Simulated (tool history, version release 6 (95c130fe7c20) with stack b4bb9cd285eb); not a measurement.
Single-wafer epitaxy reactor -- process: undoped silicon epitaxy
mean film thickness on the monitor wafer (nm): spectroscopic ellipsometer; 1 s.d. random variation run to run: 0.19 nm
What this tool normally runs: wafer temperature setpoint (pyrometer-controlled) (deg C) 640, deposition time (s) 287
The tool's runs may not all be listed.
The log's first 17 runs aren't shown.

run   hour  wafer temperature setpoint (pyrometer-controlled) (deg C)  deposition time (s)  read-back reference wafer on the same gauge, thickness_nm  mean film thickness on the monitor wafer (nm)
 18  248.4                                                        654                  236                                                     46.525                                         48.078
 19  256.4                                                        640                  266                                                     46.616                                         37.928
 20  266.5                                                        630                  287                                                     46.601                                         31.805
 21  275.6                                                        651                  320                                                     46.643                                         60.401
 22    285                                                        640                  287                                                     46.565                                         40.953
 23  296.4                                                        626                  317                                                     46.544                                         31.489
 24  303.7                                                        646                  254                                                     46.563                                         42.077
 25    321                                                        640                  287                                                     46.571                                          40.86
 26  332.4                                                        640                  287                                                     46.648                                         41.021
 27  341.1                                                        654                  323                                                     46.651                                         65.558
 28  353.3                                                        627                  247                                                     46.569                                         24.985
 29  368.3                                                        634                  237                                                     46.642                                         28.831
 30  385.7                                                        640                  287                                                     46.582                                         40.562
 31  397.6                                                        640                  287                                                     46.624                                         40.604
 32  405.2                                                        650                  287                                                     46.692                                         52.152

Forecast each of these 5 alternatives for the next run:
  A  405.7                                                        640                  287                                                          ?                                              ?
  B  405.7                                                        629                  333                                                          ?                                              ?
  C  405.7                                                        640                  243                                                          ?                                              ?
  D  405.7                                                        628                  317                                                          ?                                              ?
  E  405.7                                                        626                  287                                                          ?                                              ?

run  read-back reference wafer on the same gauge, thickness_nm  mean film thickness on the monitor wafer (nm)
  A                                                     46.542                                         40.984
  B                                                     46.542                                         35.842
  C                                                     46.542                                         34.701
  D                                                     46.542                                         33.241
  E                                                     46.542                                          28.56
Stripped of hidden state, with their random variation kept, the same runs would have yielded:
run  mean film thickness on the monitor wafer (nm)
  A                                         40.389
  B                                         35.307
  C                                         34.197
  D                                         32.744
  E                                          28.13

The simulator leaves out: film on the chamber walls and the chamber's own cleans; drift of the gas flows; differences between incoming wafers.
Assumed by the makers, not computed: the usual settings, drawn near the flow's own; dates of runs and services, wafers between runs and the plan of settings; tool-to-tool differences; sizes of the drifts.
